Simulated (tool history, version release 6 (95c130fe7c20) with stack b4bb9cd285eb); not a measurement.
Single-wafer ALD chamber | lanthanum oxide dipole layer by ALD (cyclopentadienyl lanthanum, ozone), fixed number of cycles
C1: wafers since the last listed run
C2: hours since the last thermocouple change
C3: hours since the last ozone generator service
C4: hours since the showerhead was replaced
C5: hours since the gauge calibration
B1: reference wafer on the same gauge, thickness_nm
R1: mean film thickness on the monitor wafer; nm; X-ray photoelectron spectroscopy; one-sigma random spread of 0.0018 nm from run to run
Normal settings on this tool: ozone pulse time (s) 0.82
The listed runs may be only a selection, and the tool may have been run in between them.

{"run": 1, "day": 0.0, "ozone pulse time (s)": 0.82, "C1": 0, "C2": 956.8, "C3": 102.5, "C4": 1926.7, "C5": 80.3, "B1": 0.372, "R1": 0.421}
{"run": 2, "day": 1.642, "ozone pulse time (s)": 0.82, "C1": 1030, "C2": 996.2, "C3": 141.9, "C4": 1966.1, "C5": 119.7, "B1": 0.372, "R1": 0.42}
{"run": 3, "day": 7.983, "ozone pulse time (s)": 0.94, "C1": 3978, "C2": 1148.4, "C3": 294.1, "C4": 2118.3, "C5": 271.9, "B1": 0.372, "R1": 0.436}
{"run": 4, "day": 10.442, "ozone pulse time (s)": 0.94, "C1": 1542, "C2": 1207.4, "C3": 353.1, "C4": 2177.3, "C5": 330.9, "B1": 0.372, "R1": 0.438}
{"run": 5, "day": 13.425, "ozone pulse time (s)": 0.94, "C1": 1871, "C2": 1279.0, "C3": 424.7, "C4": 2248.9, "C5": 402.5, "B1": 0.372, "R1": 0.437}
{"run": 6, "day": 16.121, "ozone pulse time (s)": 0.82, "C1": 1691, "C2": 1343.7, "C3": 489.4, "C4": 2313.6, "C5": 467.2, "B1": 0.372, "R1": 0.411}
{"run": 7, "day": 17.354, "ozone pulse time (s)": 0.82, "C1": 773, "C2": 1373.3, "C3": 519.0, "C4": 2343.2, "C5": 496.8, "B1": 0.372, "R1": 0.41}
{"run": 8, "day": 18.608, "ozone pulse time (s)": 0.82, "C1": 786, "C2": 1403.4, "C3": 549.1, "C4": 2373.3, "C5": 526.9, "B1": 0.372, "R1": 0.413}
{"run": 9, "day": 20.808, "ozone pulse time (s)": 0.82, "C1": 1380, "C2": 1456.2, "C3": 601.9, "C4": 2426.1, "C5": 579.7, "B1": 0.372, "R1": 0.411}
{"run": 10, "day": 23.033, "ozone pulse time (s)": 0.73, "C1": 1396, "C2": 1509.6, "C3": 655.3, "C4": 2479.5, "C5": 633.1, "B1": 0.372, "R1": 0.388}
{"run": 11, "day": 24.375, "ozone pulse time (s)": 0.73, "C1": 841, "C2": 1541.8, "C3": 687.5, "C4": 2511.7, "C5": 665.3, "B1": 0.372, "R1": 0.389}
{"day": 25.696, "done": "showerhead replaced"}
{"run": 12, "day": 27.117, "ozone pulse time (s)": 0.82, "C1": 1511, "C2": 1607.6, "C3": 753.3, "C4": 34.1, "C5": 731.1, "B1": 0.372, "R1": 0.404}
{"day": 29.038, "done": "ozone generator serviced"}
{"run": 13, "day": 29.058, "ozone pulse time (s)": 0.82, "C1": 1009, "C2": 1654.2, "C3": 0.5, "C4": 80.7, "C5": 777.7, "B1": 0.372, "R1": 0.423}
{"run": 14, "day": 30.404, "ozone pulse time (s)": 1.03, "C1": 844, "C2": 1686.5, "C3": 32.8, "C4": 113.0, "C5": 810.0, "B1": 0.372, "R1": 0.458}
{"run": 15, "day": 31.492, "ozone pulse time (s)": 0.82, "C1": 682, "C2": 1712.6, "C3": 58.9, "C4": 139.1, "C5": 836.1, "B1": 0.372, "R1": 0.422}
{"run": 16, "day": 33.329, "ozone pulse time (s)": 0.7, "C1": 1152, "C2": 1756.7, "C3": 103.0, "C4": 183.2, "C5": 880.2, "B1": 0.372, "R1": 0.397}
{"run": 17, "day": 35.604, "ozone pulse time (s)": 0.52, "C1": 1427, "C2": 1811.3, "C3": 157.6, "C4": 237.8, "C5": 934.8, "B1": 0.372, "R1": 0.346}
{"run": 18, "day": 36.992, "ozone pulse time (s)": 1.02, "C1": 870, "C2": 1844.6, "C3": 190.9, "C4": 271.1, "C5": 968.1, "B1": 0.372, "R1": 0.451}
{"run": 19, "day": 38.633, "ozone pulse time (s)": 0.57, "C1": 1030, "C2": 1884.0, "C3": 230.3, "C4": 310.5, "C5": 1007.5, "B1": 0.372, "R1": 0.364}
{"day": 41.104, "done": "gauge calibrated"}
{"run": 20, "day": 46.462, "ozone pulse time (s)": 1.08, "C1": 4912, "C2": 2071.9, "C3": 418.2, "C4": 498.4, "C5": 128.6, "B1": 0.372, "R1": 0.452}
{"day": 47.375, "done": "thermocouple changed; heater temperature recalibrated"}
{"run": 21, "day": 47.729, "ozone pulse time (s)": 0.67, "C1": 585, "C2": 8.5, "C3": 448.6, "C4": 528.8, "C5": 159.0, "B1": 0.372, "R1": 0.382}
{"run": 22, "day": 50.258, "ozone pulse time (s)": 0.9, "C1": 1586, "C2": 69.2, "C3": 509.3, "C4": 589.5, "C5": 219.7, "B1": 0.372, "R1": 0.429}
{"run": 23, "day": 51.308, "ozone pulse time (s)": 0.97, "C1": 658, "C2": 94.4, "C3": 534.5, "C4": 614.7, "C5": 244.9, "B1": 0.372, "R1": 0.438}
{"run": 24, "day": 52.488, "ozone pulse time (s)": 0.68, "C1": 739, "C2": 122.7, "C3": 562.8, "C4": 643.0, "C5": 273.2, "B1": 0.372, "R1": 0.382}
{"run": 25, "day": 54.025, "ozone pulse time (s)": 0.67, "C1": 964, "C2": 159.6, "C3": 599.7, "C4": 679.9, "C5": 310.1, "B1": 0.372, "R1": 0.378}
{"run": 26, "day": 56.962, "ozone pulse time (s)": 0.94, "C1": 1843, "C2": 230.1, "C3": 670.2, "C4": 750.4, "C5": 380.6, "B1": 0.372, "R1": 0.43}
{"run": 27, "day": 58.542, "ozone pulse time (s)": 0.59, "C1": 990, "C2": 268.0, "C3": 708.1, "C4": 788.3, "C5": 418.5, "B1": 0.371, "R1": 0.349}
{"run": 28, "day": 60.375, "ozone pulse time (s)": 0.54, "C1": 1150, "C2": 312.0, "C3": 752.1, "C4": 832.3, "C5": 462.5, "B1": 0.372, "R1": 0.336}
{"run": 29, "day": 62.875, "ozone pulse time (s)": 1.01, "C1": 1568, "C2": 372.0, "C3": 812.1, "C4": 892.3, "C5": 522.5, "B1": 0.372, "R1": 0.432}
{"day": 64.333, "done": "ozone generator serviced"}
{"run": 30, "day": 65.808, "ozone pulse time (s)": 0.82, "C1": 1631, "C2": 442.4, "C3": 35.4, "C4": 962.7, "C5": 592.9, "B1": 0.372, "R1": 0.422}

Consider 5 possible next runs. They are alternatives, not a sequence: every one starts from the tool as it was left by run 30. What does each give?
{"run": "A", "day": 65.825, "ozone pulse time (s)": 0.82, "C1": 10, "C2": 442.8, "C3": 35.8, "C4": 963.1, "C5": 593.3, "B1": "?", "R1": "?"}
{"run": "B", "day": 65.825, "ozone pulse time (s)": 0.93, "C1": 10, "C2": 442.8, "C3": 35.8, "C4": 963.1, "C5": 593.3, "B1": "?", "R1": "?"}
{"run": "C", "day": 65.825, "ozone pulse time (s)": 1.11, "C1": 10, "C2": 442.8, "C3": 35.8, "C4": 963.1, "C5": 593.3, "B1": "?", "R1": "?"}
{"run": "D", "day": 65.825, "ozone pulse time (s)": 0.66, "C1": 10, "C2": 442.8, "C3": 35.8, "C4": 963.1, "C5": 593.3, "B1": "?", "R1": "?"}
{"run": "E", "day": 65.825, "ozone pulse time (s)": 0.63, "C1": 10, "C2": 442.8, "C3": 35.8, "C4": 963.1, "C5": 593.3, "B1": "?", "R1": "?"}

run=A B1=0.372 R1=0.419
run=B B1=0.372 R1=0.437
run=C B1=0.372 R1=0.460
run=D B1=0.372 R1=0.384
run=E B1=0.372 R1=0.377
Without the tool's unlogged condition, the same runs would have read:
run=A R1=0.419
run=B R1=0.437
run=C R1=0.461
run=D R1=0.385
run=E R1=0.377

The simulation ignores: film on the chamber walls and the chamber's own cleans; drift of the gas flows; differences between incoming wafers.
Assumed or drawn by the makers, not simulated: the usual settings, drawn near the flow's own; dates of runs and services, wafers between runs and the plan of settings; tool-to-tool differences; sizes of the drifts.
